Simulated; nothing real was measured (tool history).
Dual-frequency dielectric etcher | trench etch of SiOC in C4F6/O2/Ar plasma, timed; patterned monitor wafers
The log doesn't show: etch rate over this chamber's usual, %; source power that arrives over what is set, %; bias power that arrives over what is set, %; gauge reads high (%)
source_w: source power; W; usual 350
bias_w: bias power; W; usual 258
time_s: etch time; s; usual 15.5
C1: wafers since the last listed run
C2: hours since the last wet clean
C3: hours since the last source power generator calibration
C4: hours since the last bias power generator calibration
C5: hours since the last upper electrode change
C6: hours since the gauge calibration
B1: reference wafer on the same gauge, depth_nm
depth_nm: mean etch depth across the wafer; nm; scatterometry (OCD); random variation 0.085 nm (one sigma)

run 1 hour=0 | source_w=400 bias_w=258 time_s=15.5 | C1=0 C2=275.4 C3=2244.7 C4=3792.7 C5=5639 C6=1092.1 | B1=33.2 | depth_nm=37.72
run 2 hour=107.4 | source_w=400 bias_w=258 time_s=15.5 | C1=1495 C2=382.8 C3=2352.1 C4=3900.1 C5=5746.4 C6=1199.5 | B1=33.2 | depth_nm=38.01
-- hour=140.3 upper electrode replaced
run 3 hour=184.8 | source_w=350 bias_w=258 time_s=15.5 | C1=743 C2=460.2 C3=2429.5 C4=3977.5 C5=44.5 C6=1276.9 | B1=33.22 | depth_nm=36.7
run 4 hour=257.6 | source_w=350 bias_w=258 time_s=15.5 | C1=1013 C2=533 C3=2502.3 C4=4050.3 C5=117.3 C6=1349.7 | B1=33.21 | depth_nm=36.81
run 5 hour=303.6 | source_w=350 bias_w=258 time_s=15.5 | C1=640 C2=579 C3=2548.3 C4=4096.3 C5=163.3 C6=1395.7 | B1=33.2 | depth_nm=36.67
run 6 hour=402.6 | source_w=350 bias_w=258 time_s=15.5 | C1=1378 C2=678 C3=2647.3 C4=4195.3 C5=262.3 C6=1494.7 | B1=33.2 | depth_nm=36.93
run 7 hour=469.2 | source_w=370 bias_w=229 time_s=13.5 | C1=927 C2=744.6 C3=2713.9 C4=4261.9 C5=328.9 C6=1561.3 | B1=33.2 | depth_nm=31.05
run 8 hour=557 | source_w=350 bias_w=258 time_s=15.5 | C1=1222 C2=832.4 C3=2801.7 C4=4349.7 C5=416.7 C6=1649.1 | B1=33.19 | depth_nm=37.18
-- hour=595.8 wet clean of the chamber
run 9 hour=646.3 | source_w=300 bias_w=213 time_s=15.5 | C1=909 C2=50.5 C3=2891 C4=4439 C5=506 C6=1738.4 | B1=33.21 | depth_nm=31.29
run 10 hour=704 | source_w=420 bias_w=282 time_s=19.5 | C1=803 C2=108.2 C3=2948.7 C4=4496.7 C5=563.7 C6=1796.1 | B1=33.2 | depth_nm=49.67
run 11 hour=756.4 | source_w=300 bias_w=218 time_s=13 | C1=729 C2=160.6 C3=3001.1 C4=4549.1 C5=616.1 C6=1848.5 | B1=33.2 | depth_nm=26.65
run 12 hour=852.2 | source_w=350 bias_w=206 time_s=18 | C1=1333 C2=256.4 C3=3096.9 C4=4644.9 C5=711.9 C6=1944.3 | B1=33.2 | depth_nm=37.56
run 13 hour=942.7 | source_w=350 bias_w=258 time_s=15.5 | C1=1259 C2=346.9 C3=3187.4 C4=4735.4 C5=802.4 C6=2034.8 | B1=33.17 | depth_nm=36.24
run 14 hour=1007.2 | source_w=410 bias_w=209 time_s=15.5 | C1=897 C2=411.4 C3=3251.9 C4=4799.9 C5=866.9 C6=2099.3 | B1=33.18 | depth_nm=34.5
run 15 hour=1088.9 | source_w=430 bias_w=320 time_s=17.5 | C1=1137 C2=493.1 C3=3333.6 C4=4881.6 C5=948.6 C6=2181 | B1=33.2 | depth_nm=48.27
run 16 hour=1138.4 | source_w=350 bias_w=258 time_s=19 | C1=689 C2=542.6 C3=3383.1 C4=4931.1 C5=998.1 C6=2230.5 | B1=33.2 | depth_nm=44.85
run 17 hour=1241.9 | source_w=380 bias_w=258 time_s=15.5 | C1=1440 C2=646.1 C3=3486.6 C4=5034.6 C5=1101.6 C6=2334 | B1=33.19 | depth_nm=37.57
-- hour=1335.5 wet clean of the chamber
-- hour=1336.5 source power generator calibrated
run 18 hour=1337 | source_w=350 bias_w=258 time_s=15.5 | C1=976 C2=1.5 C3=0.5 C4=5129.7 C5=1196.7 C6=2429.1 | B1=33.2 | depth_nm=35.96
run 19 hour=1414.1 | source_w=350 bias_w=258 time_s=15.5 | C1=1073 C2=78.6 C3=77.6 C4=5206.8 C5=1273.8 C6=2506.2 | B1=33.19 | depth_nm=36.18
-- hour=1457.2 gauge calibrated
run 20 hour=1466.3 | source_w=420 bias_w=209 time_s=12 | C1=726 C2=130.8 C3=129.8 C4=5259 C5=1326 C6=9.1 | B1=33.2 | depth_nm=26.82
-- hour=1681.3 bias power generator calibrated
run 21 hour=1751.9 | source_w=350 bias_w=258 time_s=15.5 | C1=3920 C2=416.4 C3=415.4 C4=70.6 C5=1611.6 C6=294.7 | B1=33.2 | depth_nm=36.7
run 22 hour=1837.7 | source_w=350 bias_w=302 time_s=16.5 | C1=1194 C2=502.2 C3=501.2 C4=156.4 C5=1697.4 C6=380.5 | B1=33.19 | depth_nm=42.18
run 23 hour=1945.5 | source_w=350 bias_w=258 time_s=15.5 | C1=1500 C2=610 C3=609 C4=264.2 C5=1805.2 C6=488.3 | B1=33.18 | depth_nm=36.91
run 24 hour=2025.8 | source_w=300 bias_w=230 time_s=12 | C1=1117 C2=690.3 C3=689.3 C4=344.5 C5=1885.5 C6=568.6 | B1=33.18 | depth_nm=25.9
run 25 hour=2089.3 | source_w=350 bias_w=226 time_s=19 | C1=884 C2=753.8 C3=752.8 C4=408 C5=1949 C6=632.1 | B1=33.22 | depth_nm=42.55
-- hour=2194.1 wet clean of the chamber
run 26 hour=2298.8 | source_w=390 bias_w=236 time_s=17.5 | C1=2582 C2=104.7 C3=962.3 C4=617.5 C5=2158.5 C6=841.6 | B1=33.22 | depth_nm=40.42
run 27 hour=2402.1 | source_w=350 bias_w=258 time_s=15.5 | C1=1438 C2=208 C3=1065.6 C4=720.8 C5=2261.8 C6=944.9 | B1=33.2 | depth_nm=36.29
run 28 hour=2459 | source_w=320 bias_w=287 time_s=19.5 | C1=792 C2=264.9 C3=1122.5 C4=777.7 C5=2318.7 C6=1001.8 | B1=33.18 | depth_nm=47.08
run 29 hour=2545.8 | source_w=350 bias_w=258 time_s=15.5 | C1=1208 C2=351.7 C3=1209.3 C4=864.5 C5=2405.5 C6=1088.6 | B1=33.19 | depth_nm=36.55
run 30 hour=2664.7 | source_w=350 bias_w=315 time_s=17 | C1=1655 C2=470.6 C3=1328.2 C4=983.4 C5=2524.4 C6=1207.5 | B1=33.21 | depth_nm=44.23

4 ways to go on from here, each from the tool as it stands after run 30. What would each give?
run A hour=2665.1 | source_w=350 bias_w=258 time_s=15.5 | C1=5 C2=471 C3=1328.6 C4=983.8 C5=2524.8 C6=1207.9 | B1=? | depth_nm=?
run B hour=2665.1 | source_w=400 bias_w=258 time_s=19.5 | C1=5 C2=471 C3=1328.6 C4=983.8 C5=2524.8 C6=1207.9 | B1=? | depth_nm=?
run C hour=2665.1 | source_w=440 bias_w=258 time_s=20 | C1=5 C2=471 C3=1328.6 C4=983.8 C5=2524.8 C6=1207.9 | B1=? | depth_nm=?
run D hour=2665.1 | source_w=350 bias_w=283 time_s=15.5 | C1=5 C2=471 C3=1328.6 C4=983.8 C5=2524.8 C6=1207.9 | B1=? | depth_nm=?

run=A B1=33.19 depth_nm=36.65
run=B B1=33.19 depth_nm=47.99
run=C B1=33.19 depth_nm=50.68
run=D B1=33.19 depth_nm=38.29
Without the tool's hidden state the same runs would have given:
run=A depth_nm=36.12
run=B depth_nm=47.29
run=C depth_nm=49.95
run=D depth_nm=37.73
